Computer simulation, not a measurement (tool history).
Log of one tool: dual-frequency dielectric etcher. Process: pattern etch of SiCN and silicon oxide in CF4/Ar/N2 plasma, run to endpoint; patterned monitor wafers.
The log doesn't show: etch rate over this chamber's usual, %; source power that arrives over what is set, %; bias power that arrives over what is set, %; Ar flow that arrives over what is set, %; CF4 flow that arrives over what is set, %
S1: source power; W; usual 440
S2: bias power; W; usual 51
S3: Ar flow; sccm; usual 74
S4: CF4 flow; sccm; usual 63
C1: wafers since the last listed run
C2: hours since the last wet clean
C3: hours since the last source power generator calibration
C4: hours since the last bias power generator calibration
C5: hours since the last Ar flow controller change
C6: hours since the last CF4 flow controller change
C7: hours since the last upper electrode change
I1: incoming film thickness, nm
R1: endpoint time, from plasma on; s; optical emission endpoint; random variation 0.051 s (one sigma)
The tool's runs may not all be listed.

Run 1, hour 0.0: usual settings; C1 0; C2 290.2; C3 3861.5; C4 172.7; C5 2406.1; C6 135.2; C7 5714.8; I1 9.57. Result: R1 13.1 s.
Run 2, hour 29.8: usual settings; C1 289; C2 320.0; C3 3891.3; C4 202.5; C5 2435.9; C6 165.0; C7 5744.6; I1 9.57. Result: R1 13.2 s.
At hour 60.7: upper electrode replaced.
Run 3, hour 61.2: usual settings; C1 71; C2 351.4; C3 3922.7; C4 233.9; C5 2467.3; C6 196.4; C7 0.5; I1 9.66. Result: R1 13.1 s.
Run 4, hour 72.2: usual settings but S3 87 sccm, S4 56 sccm; C1 106; C2 362.4; C3 3933.7; C4 244.9; C5 2478.3; C6 207.4; C7 11.5; I1 9.60. Result: R1 13.7 s.
Run 5, hour 132.8: usual settings but S3 79 sccm, S4 54 sccm; C1 587; C2 423.0; C3 3994.3; C4 305.5; C5 2538.9; C6 268.0; C7 72.1; I1 9.57. Result: R1 13.6 s.
At hour 178.4: wet clean of the chamber.
Run 6, hour 178.9: usual settings but S3 80 sccm, S4 79 sccm; C1 214; C2 0.5; C3 4040.4; C4 351.6; C5 2585.0; C6 314.1; C7 118.2; I1 9.59. Result: R1 12.5 s.
Run 7, hour 179.2: usual settings but S1 490 W, S3 56 sccm; C1 2; C2 0.8; C3 4040.7; C4 351.9; C5 2585.3; C6 314.4; C7 118.5; I1 9.52. Result: R1 11.3 s.
At hour 196.5: source power generator calibrated.
Run 8, hour 208.9: usual settings; C1 249; C2 30.5; C3 12.4; C4 381.6; C5 2615.0; C6 344.1; C7 148.2; I1 9.57. Result: R1 12.8 s.
Run 9, hour 235.0: usual settings; C1 253; C2 56.6; C3 38.5; C4 407.7; C5 2641.1; C6 370.2; C7 174.3; I1 9.58. Result: R1 12.9 s.
Run 10, hour 251.1: usual settings but S4 68 sccm; C1 156; C2 72.7; C3 54.6; C4 423.8; C5 2657.2; C6 386.3; C7 190.4; I1 9.60. Result: R1 12.8 s.
Run 11, hour 263.7: usual settings but S1 540 W, S2 44 W, S3 89 sccm; C1 122; C2 85.3; C3 67.2; C4 436.4; C5 2669.8; C6 398.9; C7 203.0; I1 9.70. Result: R1 11.8 s.
Run 12, hour 277.9: usual settings but S1 530 W, S2 58 W, S3 79 sccm, S4 71 sccm; C1 137; C2 99.5; C3 81.4; C4 450.6; C5 2684.0; C6 413.1; C7 217.2; I1 9.58. Result: R1 10.5 s.
Run 13, hour 310.7: usual settings but S1 540 W, S2 62 W, S3 92 sccm; C1 318; C2 132.3; C3 114.2; C4 483.4; C5 2716.8; C6 445.9; C7 250.0; I1 9.56. Result: R1 10.4 s.
At hour 330.0: Ar flow controller replaced.
Run 14, hour 330.5: usual settings; C1 133; C2 152.1; C3 134.0; C4 503.2; C5 0.5; C6 465.7; C7 269.8; I1 9.60. Result: R1 13.0 s.
Run 15, hour 357.5: usual settings but S1 380 W, S2 61 W; C1 261; C2 179.1; C3 161.0; C4 530.2; C5 27.5; C6 492.7; C7 296.8; I1 9.60. Result: R1 13.8 s.
Run 16, hour 380.7: usual settings but S2 55 W, S4 55 sccm; C1 225; C2 202.3; C3 184.2; C4 553.4; C5 50.7; C6 515.9; C7 320.0; I1 9.58. Result: R1 12.9 s.
Run 17, hour 410.7: usual settings; C1 291; C2 232.3; C3 214.2; C4 583.4; C5 80.7; C6 545.9; C7 350.0; I1 9.45. Result: R1 12.9 s.
Run 18, hour 423.0: usual settings; C1 119; C2 244.6; C3 226.5; C4 595.7; C5 93.0; C6 558.2; C7 362.3; I1 9.69. Result: R1 13.2 s.
Run 19, hour 453.8: usual settings but S1 400 W, S3 90 sccm; C1 298; C2 275.4; C3 257.3; C4 626.5; C5 123.8; C6 589.0; C7 393.1; I1 9.55. Result: R1 14.5 s.
Run 20, hour 471.1: usual settings but S2 56 W, S4 53 sccm; C1 167; C2 292.7; C3 274.6; C4 643.8; C5 141.1; C6 606.3; C7 410.4; I1 9.55. Result: R1 13.0 s.
Run 21, hour 505.9: usual settings but S1 380 W, S2 48 W, S3 58 sccm, S4 73 sccm; C1 337; C2 327.5; C3 309.4; C4 678.6; C5 175.9; C6 641.1; C7 445.2; I1 9.66. Result: R1 14.7 s.
Run 22, hour 528.3: usual settings but S3 58 sccm; C1 217; C2 349.9; C3 331.8; C4 701.0; C5 198.3; C6 663.5; C7 467.6; I1 9.61. Result: R1 12.8 s.
Run 23, hour 542.9: usual settings but S3 57 sccm, S4 55 sccm; C1 141; C2 364.5; C3 346.4; C4 715.6; C5 212.9; C6 678.1; C7 482.2; I1 9.63. Result: R1 13.1 s.

5 ways to go on from here, each from the tool as it stands after run 23. What would each give?
Run A, hour 543.3: usual settings; C1 3; C2 364.9; C3 346.8; C4 716.0; C5 213.3; C6 678.5; C7 482.6; I1 9.61. Result: R1 ?.
Run B, hour 543.3: usual settings but S1 410 W, S3 89 sccm, S4 76 sccm; C1 3; C2 364.9; C3 346.8; C4 716.0; C5 213.3; C6 678.5; C7 482.6; I1 9.61. Result: R1 ?.
Run C, hour 543.3: usual settings but S1 360 W, S2 63 W; C1 3; C2 364.9; C3 346.8; C4 716.0; C5 213.3; C6 678.5; C7 482.6; I1 9.61. Result: R1 ?.
Run D, hour 543.3: usual settings but S1 380 W, S2 60 W, S3 61 sccm; C1 3; C2 364.9; C3 346.8; C4 716.0; C5 213.3; C6 678.5; C7 482.6; I1 9.61. Result: R1 ?.
Run E, hour 543.3: usual settings but S2 39 W; C1 3; C2 364.9; C3 346.8; C4 716.0; C5 213.3; C6 678.5; C7 482.6; I1 9.61. Result: R1 ?.

run    R1
  A  13.2
  B  14.0
  C  14.5
  D  13.8
  E  14.5
Without the tool's hidden state the same runs would have given:
run    R1
  A  12.9
  B  13.6
  C  14.1
  D  13.5
  E  14.1
